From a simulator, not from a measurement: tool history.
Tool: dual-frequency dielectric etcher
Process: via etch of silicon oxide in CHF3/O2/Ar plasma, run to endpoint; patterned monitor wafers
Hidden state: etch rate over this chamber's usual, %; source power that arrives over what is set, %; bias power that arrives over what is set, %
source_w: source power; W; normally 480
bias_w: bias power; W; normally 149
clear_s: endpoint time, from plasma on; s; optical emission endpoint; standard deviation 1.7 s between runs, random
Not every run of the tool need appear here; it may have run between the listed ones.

run	hour	source_w	bias_w	wafers since the last listed run	hours since the last wet clean	hours since the last source power generator calibration	hours since the last bias power generator calibration	hours since the last upper electrode change	incoming incoming film thickness, nm	clear_s
1	0	480	149	0	278.7	3912.2	3780.2	5459.2	721.8	442.8
2	25.8	480	139	165	304.5	3938	3806	5485	722.4	450.7
3	60.5	420	149	222	339.2	3972.7	3840.7	5519.7	728.2	481.4
# hour 95.8: upper electrode replaced
4	96.3	420	149	75	375	4008.5	3876.5	0.5	720	473.3
# hour 100.9: bias power generator calibrated
5	102	480	149	10	380.7	4014.2	1.1	6.2	721.9	446.5
6	127	480	149	160	405.7	4039.2	26.1	31.2	725.5	445.3
7	145.6	480	149	119	424.3	4057.8	44.7	49.8	728.4	444.8
8	160.6	480	171	96	439.3	4072.8	59.7	64.8	725.8	428.8
9	187.3	480	149	170	466	4099.5	86.4	91.5	717.7	443.1
10	212.3	480	149	160	491	4124.5	111.4	116.5	722.6	442.5
# hour 232.2: source power generator calibrated
# hour 242: wet clean of the chamber
11	242.5	480	149	105	0.5	10.3	141.6	146.7	728.5	441.1
12	243.3	420	130	5	1.3	11.1	142.4	147.5	718.8	489.5
13	273.9	390	171	195	31.9	41.7	173	178.1	718.3	464.8
14	298.5	600	125	157	56.5	66.3	197.6	202.7	724.9	415.3
15	313	480	128	92	71	80.8	212.1	217.2	723.8	462.4
16	334.2	480	149	135	92.2	102	233.3	238.4	735.2	448.2
17	363.4	480	149	186	121.4	131.2	262.5	267.6	731	443.6
18	389	480	171	163	147	156.8	288.1	293.2	716.2	415.6
19	419.1	480	178	192	177.1	186.9	318.2	323.3	726	418
20	434.6	410	149	99	192.6	202.4	333.7	338.8	727.1	481.5
21	456.9	480	172	142	214.9	224.7	356	361.1	717.5	418.2
22	480.5	390	137	151	238.5	248.3	379.6	384.7	716.7	501.6
23	525.9	440	131	290	283.9	293.7	425	430.1	722.3	485.7
24	561.5	480	149	227	319.5	329.3	460.6	465.7	731.8	447.1
25	580.3	380	175	120	338.3	348.1	479.4	484.5	728	477.7

Predict the results of run 26:
26	612.9	530	149	208	370.9	380.7	512	517.1	719.6	?

clear_s: 422.2 s
Had the tool carried no hidden state, the very same run would have given clear_s 415.7 s.
